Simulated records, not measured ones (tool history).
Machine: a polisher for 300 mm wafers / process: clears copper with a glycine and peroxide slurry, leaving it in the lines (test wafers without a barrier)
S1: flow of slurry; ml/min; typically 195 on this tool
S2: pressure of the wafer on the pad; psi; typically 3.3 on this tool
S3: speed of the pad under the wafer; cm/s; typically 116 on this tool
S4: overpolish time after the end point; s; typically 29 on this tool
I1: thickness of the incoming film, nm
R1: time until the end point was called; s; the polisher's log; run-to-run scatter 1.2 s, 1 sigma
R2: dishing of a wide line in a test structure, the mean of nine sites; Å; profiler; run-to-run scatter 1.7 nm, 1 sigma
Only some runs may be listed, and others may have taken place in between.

| run | hour | S1 | S2 | S3 | S4 | I1 | R1 | R2 |
|---|---|---|---|---|---|---|---|---|
| 1 | 0 | 195 | 3.3 | 116 | 29 | 510.4 | 77.6 | 821 |
| 2 | 54.3 | 195 | 3.3 | 116 | 29 | 504.5 | 79.3 | 845 |
| 3 | 104.7 | 195 | 3.3 | 116 | 29 | 507.6 | 79 | 835 |
|  | 149.1 | head pressure recalibrated |
| 4 | 161.8 | 195 | 3.3 | 116 | 29 | 516.6 | 74.6 | 871 |
| 5 | 255.7 | 195 | 3.3 | 116 | 29 | 520.8 | 77.9 | 884 |
|  | 321.4 | worn pad replaced by a new one |
| 6 | 351.3 | 195 | 3.3 | 116 | 29 | 517.7 | 78.3 | 900 |
| 7 | 451.7 | 195 | 3.3 | 116 | 29 | 509.1 | 77.8 | 833 |
| 8 | 542.1 | 195 | 3.3 | 116 | 29 | 509.3 | 79.4 | 881 |
|  | 603.8 | slurry nozzle cleaned |
| 9 | 636.2 | 195 | 3.3 | 116 | 29 | 521.2 | 79.4 | 862 |
| 10 | 726.9 | 195 | 3.3 | 116 | 29 | 507.8 | 77.9 | 876 |
|  | 745.3 | head pressure recalibrated |
| 11 | 772.1 | 195 | 3.3 | 116 | 29 | 510.2 | 74.1 | 914 |
| 12 | 812.2 | 195 | 3.3 | 134 | 29 | 517.6 | 72 | 939 |
| 13 | 855.6 | 195 | 3.3 | 116 | 29 | 519.5 | 79.3 | 870 |
| 14 | 945.5 | 195 | 3.3 | 116 | 29 | 512.8 | 76.5 | 859 |
| 15 | 1036.9 | 160 | 3.3 | 154 | 35 | 509.7 | 66.5 | 982 |
|  | 1043.1 | worn pad replaced by a new one |
| 16 | 1113.5 | 195 | 2.4 | 146 | 29 | 506.9 | 81.6 | 833 |
| 17 | 1173.3 | 195 | 4 | 116 | 29 | 514.1 | 70 | 910 |
| 18 | 1220.1 | 240 | 2.7 | 148 | 23 | 512.4 | 75.2 | 770 |
| 19 | 1269.5 | 255 | 3.3 | 106 | 29 | 520.5 | 79.8 | 827 |
|  | 1312.9 | slurry nozzle cleaned |
| 20 | 1316.8 | 195 | 3.3 | 116 | 29 | 508.2 | 75.9 | 824 |
| 21 | 1377.8 | 195 | 4.5 | 148 | 29 | 515.7 | 57.3 | 967 |
| 22 | 1449.6 | 230 | 4.5 | 116 | 13 | 524.2 | 63.6 | 622 |
|  | 1483 | head pressure recalibrated |
| 23 | 1530.7 | 165 | 4.1 | 116 | 29 | 518.5 | 70.3 | 937 |

What does the tool deliver on the next run?
| 24 | 1591.5 | 245 | 2.9 | 78 | 41 | 507.8 | ? | ? |

R1: 93.1 s
R2: 908 Å
With the hidden condition absent and the run-to-run variation left alone, this run would have shown R1 91.6 s, R2 914 Å.
